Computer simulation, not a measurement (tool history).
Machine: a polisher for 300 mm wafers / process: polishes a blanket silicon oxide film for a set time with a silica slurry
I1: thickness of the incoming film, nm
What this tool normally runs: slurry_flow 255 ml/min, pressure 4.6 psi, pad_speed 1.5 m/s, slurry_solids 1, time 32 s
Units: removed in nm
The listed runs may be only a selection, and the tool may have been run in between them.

run 1 hour=0 | slurry_flow=255 pressure=4.6 pad_speed=1.5 slurry_solids=1.05 time=32 | I1=1622.3 | removed=116
-- hour=9.8 slurry blender recalibrated
run 2 hour=33.8 | slurry_flow=255 pressure=4.6 pad_speed=1.5 slurry_solids=1 time=29 | I1=1609.6 | removed=104.8
run 3 hour=50.8 | slurry_flow=255 pressure=4.6 pad_speed=1.5 slurry_solids=1 time=29 | I1=1634.2 | removed=104.1
-- hour=75.1 worn pad replaced by a new one
run 4 hour=86 | slurry_flow=255 pressure=4.6 pad_speed=1.5 slurry_solids=1 time=29 | I1=1611.9 | removed=105.2
run 5 hour=108.8 | slurry_flow=255 pressure=4.6 pad_speed=1.3 slurry_solids=1.25 time=32 | I1=1623.9 | removed=114.3
run 6 hour=124.5 | slurry_flow=255 pressure=4.6 pad_speed=1.5 slurry_solids=1 time=26 | I1=1639.4 | removed=94.6
run 7 hour=159.6 | slurry_flow=285 pressure=3.7 pad_speed=1.96 slurry_solids=1.2 time=32 | I1=1627.7 | removed=119.7
-- hour=215.5 slurry blender recalibrated
run 8 hour=217 | slurry_flow=285 pressure=5.1 pad_speed=2 slurry_solids=1 time=32 | I1=1610.2 | removed=151.9
run 9 hour=231.2 | slurry_flow=285 pressure=5.1 pad_speed=2 slurry_solids=1 time=32 | I1=1598.3 | removed=155.1
-- hour=236.9 slurry nozzle cleaned
run 10 hour=252.2 | slurry_flow=325 pressure=4.6 pad_speed=1.5 slurry_solids=1.1 time=32 | I1=1578 | removed=123.3
run 11 hour=264.6 | slurry_flow=255 pressure=4.6 pad_speed=1.5 slurry_solids=1 time=32 | I1=1620.6 | removed=114.6
-- hour=279.8 conditioning disc replaced and pad reconditioned
run 12 hour=280.3 | slurry_flow=255 pressure=4.6 pad_speed=1.5 slurry_solids=1.05 time=32 | I1=1608.8 | removed=119.7
-- hour=284.4 worn pad replaced by a new one
run 13 hour=298.3 | slurry_flow=255 pressure=4.2 pad_speed=1.5 slurry_solids=1 time=24 | I1=1612.7 | removed=80.1
-- hour=317.6 head pressure recalibrated
run 14 hour=333 | slurry_flow=255 pressure=4.6 pad_speed=1.5 slurry_solids=1 time=32 | I1=1615 | removed=127.9
run 15 hour=346.4 | slurry_flow=255 pressure=4.6 pad_speed=1.5 slurry_solids=1 time=32 | I1=1607.5 | removed=127.3
run 16 hour=375.6 | slurry_flow=255 pressure=4.6 pad_speed=1.5 slurry_solids=1 time=32 | I1=1628.6 | removed=126.3
run 17 hour=400.9 | slurry_flow=255 pressure=4.6 pad_speed=1.5 slurry_solids=1 time=32 | I1=1644.3 | removed=125.9
run 18 hour=435.6 | slurry_flow=255 pressure=3.5 pad_speed=1.5 slurry_solids=1 time=32 | I1=1618.4 | removed=97.7
run 19 hour=451 | slurry_flow=255 pressure=4.6 pad_speed=1.3 slurry_solids=1 time=32 | I1=1642.2 | removed=115
-- hour=465.9 slurry blender recalibrated
-- hour=499.7 worn pad replaced by a new one
run 20 hour=530.1 | slurry_flow=255 pressure=4.6 pad_speed=1.5 slurry_solids=1 time=39 | I1=1609.2 | removed=149.5
run 21 hour=546.4 | slurry_flow=255 pressure=4.6 pad_speed=1.5 slurry_solids=1 time=32 | I1=1593.4 | removed=121.7
run 22 hour=570.1 | slurry_flow=255 pressure=4.6 pad_speed=1.5 slurry_solids=1 time=32 | I1=1627.6 | removed=123.3
run 23 hour=585.1 | slurry_flow=255 pressure=4.6 pad_speed=1.02 slurry_solids=1 time=32 | I1=1611.8 | removed=98.7
run 24 hour=619.7 | slurry_flow=310 pressure=4.6 pad_speed=1.08 slurry_solids=1.15 time=38 | I1=1599.4 | removed=129.5
run 25 hour=631.8 | slurry_flow=195 pressure=3.1 pad_speed=1.5 slurry_solids=1.15 time=32 | I1=1626.8 | removed=87.3
run 26 hour=644.3 | slurry_flow=255 pressure=4.6 pad_speed=1.04 slurry_solids=1 time=32 | I1=1605 | removed=98.2

Hidden state, per run?
removal rate lost through wear of the pad, %: 0 across all the runs
slurry flow missing at the pad, %: 0 across all the runs
abrasive missing from the slurry, %: 0 across all the runs
time polished since the conditioner stopped cutting, s: 0 across all the runs
H1: deviation of the head's pressure from its setpoint, %
run=1 H1=-9.32
run=2 H1=-9.43
run=3 H1=-9.49
run=4 H1=-9.6
run=5 H1=-9.66
run=6 H1=-9.71
run=7 H1=-9.8
run=8 H1=-9.93
run=9 H1=-9.96
run=10 H1=-10
run=11 H1=-10
run=12 H1=-10.1
run=13 H1=-10.1
run=14 H1=1.16
run=15 H1=0.858
run=16 H1=0.242
run=17 H1=-0.258
run=18 H1=-0.895
run=19 H1=-1.16
run=20 H1=-2.38
run=21 H1=-2.61
run=22 H1=-2.92
run=23 H1=-3.1
run=24 H1=-3.51
run=25 H1=-3.64
run=26 H1=-3.78

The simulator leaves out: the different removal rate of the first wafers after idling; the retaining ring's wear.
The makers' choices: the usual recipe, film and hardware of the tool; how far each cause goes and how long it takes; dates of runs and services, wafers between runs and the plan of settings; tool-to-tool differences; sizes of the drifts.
